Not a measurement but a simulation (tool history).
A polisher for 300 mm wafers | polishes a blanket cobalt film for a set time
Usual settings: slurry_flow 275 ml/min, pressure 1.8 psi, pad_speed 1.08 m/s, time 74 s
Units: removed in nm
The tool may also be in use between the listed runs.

run,day,slurry_flow,pressure,pad_speed,time,"incoming thickness of the incoming film, nm",removed
1,0.000,275,1.8,1.08,54,1415.4,322.3
2,1.150,275,1.8,1.08,54,1424.8,323.2
3,1.750,275,1.8,0.82,74,1426.9,337.5
4,2.396,275,1.8,0.82,74,1413.6,343.0
# day 3.188: head pressure recalibrated
5,3.475,275,1.8,1.08,74,1418.2,422.9
6,4.283,275,1.8,1.08,74,1427.8,427.2
7,5.075,275,1.8,1.08,74,1427.9,428.5
# day 5.346: worn pad replaced by a new one
# day 5.679: slurry nozzle cleaned
8,5.858,275,1.6,0.84,74,1431.9,299.4
9,6.717,275,2.2,1.08,74,1417.0,523.4
10,8.083,275,2.2,1.08,74,1407.2,520.8
11,9.208,275,1.8,1.26,74,1418.8,509.6
12,9.862,275,1.8,1.26,74,1394.4,508.2
13,11.225,275,1.8,1.08,74,1411.5,437.4
# day 12.038: worn pad replaced by a new one
14,12.696,275,1.8,1.08,74,1393.5,440.4
15,13.896,200,1.8,1.08,74,1394.9,422.6
# day 14.642: head pressure recalibrated
16,15.358,275,1.8,1.08,74,1409.1,467.2
17,16.462,275,1.8,0.82,74,1411.6,353.9
18,17.067,275,1.8,1.08,74,1392.1,464.9
# day 17.992: worn pad replaced by a new one
19,18.433,310,2.0,1.26,54,1394.1,443.0
20,19.238,275,1.8,1.08,74,1386.8,465.5
21,20.354,235,1.8,1.08,74,1413.2,461.4
# day 20.504: head pressure recalibrated, repeated, since the last time left the tool worse
22,20.983,320,2.3,0.76,67,1401.0,348.6
23,22.329,275,1.8,1.08,74,1429.9,417.8
# day 23.729: worn pad replaced by a new one
# day 23.896: slurry nozzle cleaned
24,24.529,275,1.8,1.08,74,1428.4,429.6
25,25.471,350,2.3,1.40,83,1404.0,815.4
26,26.217,340,2.0,1.08,89,1398.7,589.0
27,27.662,275,1.8,1.08,60,1428.6,351.0
28,28.325,275,1.8,0.94,92,1406.0,463.6
29,28.850,275,1.8,1.08,58,1422.5,343.3
# day 29.892: worn pad replaced by a new one
30,31.983,275,1.8,0.74,89,1414.3,369.7

Forecast each of these 3 alternatives for the next run:
A,32.000,275,1.8,1.08,74,1393.1,?
B,32.000,215,1.8,1.32,74,1393.1,?
C,32.000,275,1.8,1.08,52,1393.1,?

run,removed
A,438.8
B,519.7
C,308.3
Without the tool's hidden state the same runs would have given:
run,removed
A,421.3
B,499.0
C,296.1
